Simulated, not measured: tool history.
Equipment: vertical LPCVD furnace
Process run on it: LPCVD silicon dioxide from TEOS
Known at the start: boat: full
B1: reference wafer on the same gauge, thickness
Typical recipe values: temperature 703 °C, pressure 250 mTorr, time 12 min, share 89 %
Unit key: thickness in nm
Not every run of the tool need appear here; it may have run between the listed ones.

run 1 hour=0 | temperature=703 pressure=225 time=12 share=89 | B1=112.97 | thickness=98.57
-- hour=21.9 gauge calibrated
run 2 hour=77.2 | temperature=703 pressure=225 time=12 share=89 | B1=113.04 | thickness=97.78
run 3 hour=132.5 | temperature=703 pressure=225 time=12 share=89 | B1=113.04 | thickness=97.85
run 4 hour=213.4 | temperature=693 pressure=250 time=12 share=89 | B1=113.06 | thickness=82.38
run 5 hour=299.8 | temperature=693 pressure=250 time=12 share=89 | B1=112.96 | thickness=82.2
run 6 hour=336.2 | temperature=703 pressure=295 time=12 share=89 | B1=113.02 | thickness=112.06
run 7 hour=406.6 | temperature=703 pressure=295 time=12 share=89 | B1=113.13 | thickness=112.34
run 8 hour=492.9 | temperature=703 pressure=250 time=9.5 share=89 | B1=113.09 | thickness=82.42
run 9 hour=543.9 | temperature=703 pressure=250 time=9.5 share=89 | B1=113.12 | thickness=82.24
run 10 hour=618.3 | temperature=703 pressure=250 time=12 share=97 | B1=113.08 | thickness=108.04
run 11 hour=703.1 | temperature=703 pressure=250 time=12 share=97 | B1=113.09 | thickness=107.87
run 12 hour=774 | temperature=703 pressure=250 time=12 share=75 | B1=113.02 | thickness=95.41
-- hour=804.8 thermocouples replaced and temperature profile calibrated
run 13 hour=840.4 | temperature=703 pressure=250 time=12 share=89 | B1=112.97 | thickness=101.42
run 14 hour=928.2 | temperature=703 pressure=250 time=12 share=89 | B1=112.97 | thickness=101.35
run 15 hour=1003.5 | temperature=692 pressure=235 time=8 share=97 | B1=112.96 | thickness=53.1
-- hour=1031 pressure gauge zeroed
run 16 hour=1066.8 | temperature=714 pressure=225 time=13.5 share=96 | B1=112.88 | thickness=144.29
run 17 hour=1147.2 | temperature=712 pressure=230 time=11 share=89 | B1=113.19 | thickness=109.99
run 18 hour=1188.5 | temperature=703 pressure=250 time=12 share=89 | B1=112.93 | thickness=102.36
-- hour=1216.9 TEOS flow controller replaced
run 19 hour=1272.4 | temperature=703 pressure=290 time=14.5 share=89 | B1=113.01 | thickness=132.95
run 20 hour=1334 | temperature=696 pressure=225 time=12 share=89 | B1=112.93 | thickness=82.9
run 21 hour=1393.3 | temperature=703 pressure=250 time=12 share=89 | B1=113 | thickness=102.73
run 22 hour=1451.7 | temperature=698 pressure=250 time=9 share=89 | B1=113.03 | thickness=68.8
run 23 hour=1497.9 | temperature=703 pressure=275 time=9 share=89 | B1=112.91 | thickness=81.15
-- hour=1514.6 gauge calibrated
run 24 hour=1562.1 | temperature=692 pressure=250 time=12 share=89 | B1=113.06 | thickness=79.68
run 25 hour=1643.6 | temperature=711 pressure=250 time=12 share=75 | B1=112.84 | thickness=113.67
run 26 hour=1751.2 | temperature=708 pressure=250 time=12 share=89 | B1=113.04 | thickness=116.1
run 27 hour=1824.8 | temperature=703 pressure=250 time=12 share=89 | B1=112.97 | thickness=102.87
run 28 hour=1928.9 | temperature=711 pressure=290 time=15.5 share=89 | B1=113.07 | thickness=171.39
run 29 hour=2020.2 | temperature=703 pressure=250 time=12 share=77 | B1=112.98 | thickness=96.46
run 30 hour=2110.2 | temperature=703 pressure=250 time=12 share=89 | B1=112.98 | thickness=103.88
run 31 hour=2184.7 | temperature=703 pressure=250 time=12 share=89 | B1=113.09 | thickness=103.8
run 32 hour=2254.6 | temperature=694 pressure=305 time=14 share=95 | B1=113.17 | thickness=112.23

What the log doesn't show, run by run:
true pressure minus gauge reading, mTorr: 0 in every run
deviation of the TEOS flow from its setpoint, %: 0 in every run
gauge reads high (%): 0 in every run
H1: true tube temperature minus thermocouple reading, K
run=1 H1=1.55
run=2 H1=1.56
run=3 H1=1.57
run=4 H1=1.57
run=5 H1=1.58
run=6 H1=1.59
run=7 H1=1.59
run=8 H1=1.6
run=9 H1=1.6
run=10 H1=1.61
run=11 H1=1.61
run=12 H1=1.62
run=13 H1=0.479
run=14 H1=0.595
run=15 H1=0.689
run=16 H1=0.762
run=17 H1=0.85
run=18 H1=0.893
run=19 H1=0.975
run=20 H1=1.03
run=21 H1=1.08
run=22 H1=1.13
run=23 H1=1.17
run=24 H1=1.22
run=25 H1=1.27
run=26 H1=1.34
run=27 H1=1.39
run=28 H1=1.44
run=29 H1=1.49
run=30 H1=1.53
run=31 H1=1.56
run=32 H1=1.59
